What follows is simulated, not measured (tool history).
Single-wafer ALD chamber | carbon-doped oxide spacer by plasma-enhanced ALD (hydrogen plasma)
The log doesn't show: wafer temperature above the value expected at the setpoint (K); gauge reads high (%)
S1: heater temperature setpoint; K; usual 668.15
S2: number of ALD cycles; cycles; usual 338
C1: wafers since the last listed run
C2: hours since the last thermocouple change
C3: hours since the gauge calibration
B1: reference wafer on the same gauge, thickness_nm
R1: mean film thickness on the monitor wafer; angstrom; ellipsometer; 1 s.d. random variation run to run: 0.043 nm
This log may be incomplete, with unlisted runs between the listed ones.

run 1 hour=0.0 | S1=664.15 S2=317 | C1=0 C2=368.2 C3=1233.1 | B1=14.383 | R1=161.49
run 2 hour=103.5 | S1=668.15 S2=291 | C1=139 C2=471.7 C3=1336.6 | B1=14.402 | R1=148.40
run 3 hour=152.6 | S1=668.15 S2=338 | C1=66 C2=520.8 C3=1385.7 | B1=14.399 | R1=172.17
run 4 hour=212.8 | S1=668.15 S2=338 | C1=81 C2=581.0 C3=1445.9 | B1=14.399 | R1=171.95
run 5 hour=290.6 | S1=668.15 S2=338 | C1=104 C2=658.8 C3=1523.7 | B1=14.402 | R1=172.36
run 6 hour=333.3 | S1=657.15 S2=338 | C1=57 C2=701.5 C3=1566.4 | B1=14.401 | R1=172.30
run 7 hour=390.4 | S1=657.15 S2=338 | C1=76 C2=758.6 C3=1623.5 | B1=14.393 | R1=172.48
run 8 hour=540.9 | S1=657.15 S2=338 | C1=202 C2=909.1 C3=1774.0 | B1=14.392 | R1=171.50
run 9 hour=613.7 | S1=668.15 S2=338 | C1=98 C2=981.9 C3=1846.8 | B1=14.407 | R1=172.24
run 10 hour=707.3 | S1=668.15 S2=338 | C1=126 C2=1075.5 C3=1940.4 | B1=14.400 | R1=172.46
run 11 hour=748.6 | S1=668.15 S2=338 | C1=55 C2=1116.8 C3=1981.7 | B1=14.397 | R1=171.94
run 12 hour=819.8 | S1=675.15 S2=338 | C1=95 C2=1188.0 C3=2052.9 | B1=14.401 | R1=171.38
run 13 hour=877.4 | S1=668.15 S2=338 | C1=77 C2=1245.6 C3=2110.5 | B1=14.392 | R1=172.21
run 14 hour=930.6 | S1=668.15 S2=338 | C1=71 C2=1298.8 C3=2163.7 | B1=14.400 | R1=172.66
run 15 hour=979.9 | S1=668.15 S2=338 | C1=66 C2=1348.1 C3=2213.0 | B1=14.400 | R1=172.78
run 16 hour=1210.8 | S1=668.15 S2=338 | C1=311 C2=1579.0 C3=2443.9 | B1=14.408 | R1=172.61
run 17 hour=1317.5 | S1=668.15 S2=338 | C1=143 C2=1685.7 C3=2550.6 | B1=14.391 | R1=172.46
-- hour=1319.8 gauge calibrated
run 18 hour=1354.6 | S1=668.15 S2=338 | C1=49 C2=1722.8 C3=34.8 | B1=14.403 | R1=172.42
run 19 hour=1426.4 | S1=668.15 S2=338 | C1=96 C2=1794.6 C3=106.6 | B1=14.384 | R1=172.01
run 20 hour=1519.1 | S1=664.15 S2=338 | C1=124 C2=1887.3 C3=199.3 | B1=14.395 | R1=171.87
run 21 hour=1610.9 | S1=664.15 S2=338 | C1=123 C2=1979.1 C3=291.1 | B1=14.408 | R1=172.10
run 22 hour=1649.1 | S1=664.15 S2=338 | C1=51 C2=2017.3 C3=329.3 | B1=14.403 | R1=172.48
run 23 hour=1700.5 | S1=683.15 S2=338 | C1=69 C2=2068.7 C3=380.7 | B1=14.407 | R1=168.20
run 24 hour=1754.6 | S1=668.15 S2=338 | C1=72 C2=2122.8 C3=434.8 | B1=14.404 | R1=171.84
run 25 hour=1814.1 | S1=668.15 S2=306 | C1=80 C2=2182.3 C3=494.3 | B1=14.405 | R1=156.09
run 26 hour=1858.2 | S1=654.15 S2=338 | C1=59 C2=2226.4 C3=538.4 | B1=14.400 | R1=171.37
run 27 hour=1956.7 | S1=679.15 S2=338 | C1=132 C2=2324.9 C3=636.9 | B1=14.395 | R1=170.34
run 28 hour=2061.0 | S1=668.15 S2=338 | C1=140 C2=2429.2 C3=741.2 | B1=14.400 | R1=172.67
run 29 hour=2157.9 | S1=662.15 S2=311 | C1=130 C2=2526.1 C3=838.1 | B1=14.404 | R1=158.42
-- hour=2185.9 thermocouple changed; heater temperature recalibrated
run 30 hour=2229.4 | S1=668.15 S2=338 | C1=85 C2=43.5 C3=909.6 | B1=14.385 | R1=171.82
run 31 hour=2299.8 | S1=676.15 S2=280 | C1=94 C2=113.9 C3=980.0 | B1=14.392 | R1=141.69
run 32 hour=2359.9 | S1=682.15 S2=316 | C1=80 C2=174.0 C3=1040.1 | B1=14.394 | R1=156.74
run 33 hour=2415.3 | S1=663.15 S2=297 | C1=74 C2=229.4 C3=1095.5 | B1=14.396 | R1=151.40
run 34 hour=2474.8 | S1=668.15 S2=338 | C1=80 C2=288.9 C3=1155.0 | B1=14.408 | R1=171.49
run 35 hour=2569.0 | S1=668.15 S2=338 | C1=126 C2=383.1 C3=1249.2 | B1=14.407 | R1=172.85
run 36 hour=2625.9 | S1=668.15 S2=278 | C1=76 C2=440.0 C3=1306.1 | B1=14.392 | R1=141.96
run 37 hour=2854.8 | S1=678.15 S2=289 | C1=308 C2=668.9 C3=1535.0 | B1=14.413 | R1=146.06
run 38 hour=2954.1 | S1=664.15 S2=338 | C1=133 C2=768.2 C3=1634.3 | B1=14.398 | R1=172.65
run 39 hour=2998.7 | S1=668.15 S2=338 | C1=60 C2=812.8 C3=1678.9 | B1=14.401 | R1=172.37
run 40 hour=3045.9 | S1=668.15 S2=338 | C1=63 C2=860.0 C3=1726.1 | B1=14.399 | R1=173.21
run 41 hour=3106.5 | S1=678.15 S2=338 | C1=81 C2=920.6 C3=1786.7 | B1=14.405 | R1=170.40
run 42 hour=3174.2 | S1=668.15 S2=375 | C1=91 C2=988.3 C3=1854.4 | B1=14.397 | R1=191.65
run 43 hour=3210.6 | S1=672.15 S2=302 | C1=49 C2=1024.7 C3=1890.8 | B1=14.397 | R1=153.04
run 44 hour=3267.9 | S1=675.15 S2=338 | C1=77 C2=1082.0 C3=1948.1 | B1=14.404 | R1=171.14
run 45 hour=3322.1 | S1=668.15 S2=338 | C1=73 C2=1136.2 C3=2002.3 | B1=14.395 | R1=172.40

Consider 3 possible next runs. They are alternatives, not a sequence: every one starts from the tool as it was left by run 45. What does each give?
run A hour=3323.0 | S1=668.15 S2=404 | C1=1 C2=1137.1 C3=2003.2 | B1=? | R1=?
run B hour=3323.0 | S1=655.15 S2=301 | C1=1 C2=1137.1 C3=2003.2 | B1=? | R1=?
run C hour=3323.0 | S1=677.15 S2=312 | C1=1 C2=1137.1 C3=2003.2 | B1=? | R1=?

run=A B1=14.397 R1=206.20
run=B B1=14.397 R1=153.63
run=C B1=14.397 R1=157.85
The same runs, with their run-to-run variation unchanged, on a tool lacking any hidden condition would have given:
run=A R1=206.20
run=B R1=153.63
run=C R1=157.85
